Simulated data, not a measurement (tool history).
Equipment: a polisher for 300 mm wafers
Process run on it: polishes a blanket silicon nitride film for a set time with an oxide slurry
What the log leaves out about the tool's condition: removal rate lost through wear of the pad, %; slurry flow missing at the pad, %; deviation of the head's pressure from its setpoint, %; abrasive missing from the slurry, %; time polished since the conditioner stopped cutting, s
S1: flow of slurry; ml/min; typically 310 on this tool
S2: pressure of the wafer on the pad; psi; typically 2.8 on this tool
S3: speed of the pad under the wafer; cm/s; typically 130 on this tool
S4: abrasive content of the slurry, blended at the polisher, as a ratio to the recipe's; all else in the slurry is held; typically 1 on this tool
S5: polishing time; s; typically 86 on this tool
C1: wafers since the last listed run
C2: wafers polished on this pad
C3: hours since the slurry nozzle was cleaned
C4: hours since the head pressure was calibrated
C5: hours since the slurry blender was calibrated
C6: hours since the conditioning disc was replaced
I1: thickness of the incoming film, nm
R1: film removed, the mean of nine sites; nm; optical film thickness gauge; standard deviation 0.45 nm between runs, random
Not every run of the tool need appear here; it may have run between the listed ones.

| run | hour | S1 | S2 | S3 | S4 | S5 | C1 | C2 | C3 | C4 | C5 | C6 | I1 | R1 |
|---|---|---|---|---|---|---|---|---|---|---|---|---|---|---|
| 1 | 0 | 260 | 2.8 | 130 | 1.1 | 86 | 0 | 677 | 518.9 | 762.7 | 342.9 | 246.8 | 335.6 | 42.1 |
| 2 | 6.5 | 310 | 2.8 | 130 | 1 | 86 | 48 | 726 | 525.4 | 769.2 | 349.4 | 253.3 | 340.4 | 39.8 |
| 3 | 23.5 | 310 | 2.8 | 130 | 1 | 86 | 127 | 854 | 542.4 | 786.2 | 366.4 | 270.3 | 345.6 | 39.2 |
| 4 | 29.9 | 310 | 2.8 | 130 | 1 | 86 | 48 | 902 | 548.8 | 792.6 | 372.8 | 276.7 | 342.8 | 39.6 |
| 5 | 46.5 | 310 | 2.8 | 130 | 1 | 86 | 124 | 1027 | 565.4 | 809.2 | 389.4 | 293.3 | 337.8 | 38.9 |
| 6 | 57.2 | 310 | 2.8 | 130 | 1 | 68 | 80 | 1107 | 576.1 | 819.9 | 400.1 | 304 | 342.3 | 30.9 |
| 7 | 66.2 | 310 | 2.8 | 130 | 1 | 108 | 67 | 1175 | 585.1 | 828.9 | 409.1 | 313 | 340.1 | 48.3 |
| 8 | 82.2 | 310 | 2.8 | 130 | 1 | 108 | 120 | 1295 | 601.1 | 844.9 | 425.1 | 329 | 340.2 | 48.7 |
| 9 | 88.3 | 310 | 2.8 | 130 | 1 | 108 | 45 | 1341 | 607.2 | 851 | 431.2 | 335.1 | 341.4 | 48.6 |
|  | 96.6 | conditioning disc replaced and pad reconditioned |
|  | 105.9 | slurry nozzle cleaned |
| 10 | 106.4 | 310 | 2.8 | 130 | 1 | 86 | 113 | 1455 | 0.5 | 869.1 | 449.3 | 9.8 | 339.4 | 38 |
|  | 115.6 | worn pad replaced by a new one |
| 11 | 118.9 | 310 | 2.8 | 96 | 1 | 105 | 63 | 24 | 13 | 881.6 | 461.8 | 22.3 | 337.4 | 38.9 |
|  | 130.5 | head pressure recalibrated |
| 12 | 131 | 310 | 2.8 | 130 | 1 | 86 | 75 | 100 | 25.1 | 0.5 | 473.9 | 34.4 | 343.1 | 40.8 |
| 13 | 141.6 | 385 | 2.8 | 98 | 0.8 | 67 | 79 | 180 | 35.7 | 11.1 | 484.5 | 45 | 344.8 | 19.9 |
| 14 | 157.2 | 310 | 3.6 | 98 | 1.15 | 111 | 117 | 297 | 51.3 | 26.7 | 500.1 | 60.6 | 338 | 59 |
|  | 164.4 | slurry blender recalibrated |
| 15 | 165.7 | 310 | 2.8 | 130 | 1 | 86 | 48 | 346 | 59.8 | 35.2 | 1.3 | 69.1 | 340.6 | 50.7 |
| 16 | 179.6 | 310 | 2.3 | 130 | 1 | 86 | 104 | 451 | 73.7 | 49.1 | 15.2 | 83 | 340 | 41.3 |
| 17 | 186.4 | 310 | 3.4 | 90 | 1 | 86 | 51 | 502 | 80.5 | 55.9 | 22 | 89.8 | 344.2 | 43.8 |
| 18 | 200.4 | 410 | 2.8 | 130 | 1 | 86 | 105 | 607 | 94.5 | 69.9 | 36 | 103.8 | 333.5 | 50.3 |
| 19 | 214.3 | 255 | 2.8 | 130 | 1 | 86 | 104 | 712 | 108.4 | 83.8 | 49.9 | 117.7 | 338.4 | 46.8 |
| 20 | 229.7 | 310 | 2.8 | 130 | 0.75 | 86 | 115 | 828 | 123.8 | 99.2 | 65.3 | 133.1 | 337.8 | 36.9 |

What if the next run were any one of these 3? Each begins from the tool's condition after run 20:
| A | 230.1 | 310 | 2.8 | 152 | 1 | 86 | 3 | 831 | 124.2 | 99.6 | 65.7 | 133.5 | 337.1 | ? |
| B | 230.1 | 370 | 2.8 | 130 | 1 | 65 | 3 | 831 | 124.2 | 99.6 | 65.7 | 133.5 | 337.1 | ? |
| C | 230.1 | 310 | 3.8 | 130 | 0.9 | 56 | 3 | 831 | 124.2 | 99.6 | 65.7 | 133.5 | 337.1 | ? |

| run | R1 |
|---|---|
| A | 53.1 |
| B | 35.9 |
| C | 38.1 |
Stripped of hidden state, with their random variation kept, the same runs would have yielded:
| run | R1 |
|---|---|
| A | 59.8 |
| B | 40.4 |
| C | 43.1 |

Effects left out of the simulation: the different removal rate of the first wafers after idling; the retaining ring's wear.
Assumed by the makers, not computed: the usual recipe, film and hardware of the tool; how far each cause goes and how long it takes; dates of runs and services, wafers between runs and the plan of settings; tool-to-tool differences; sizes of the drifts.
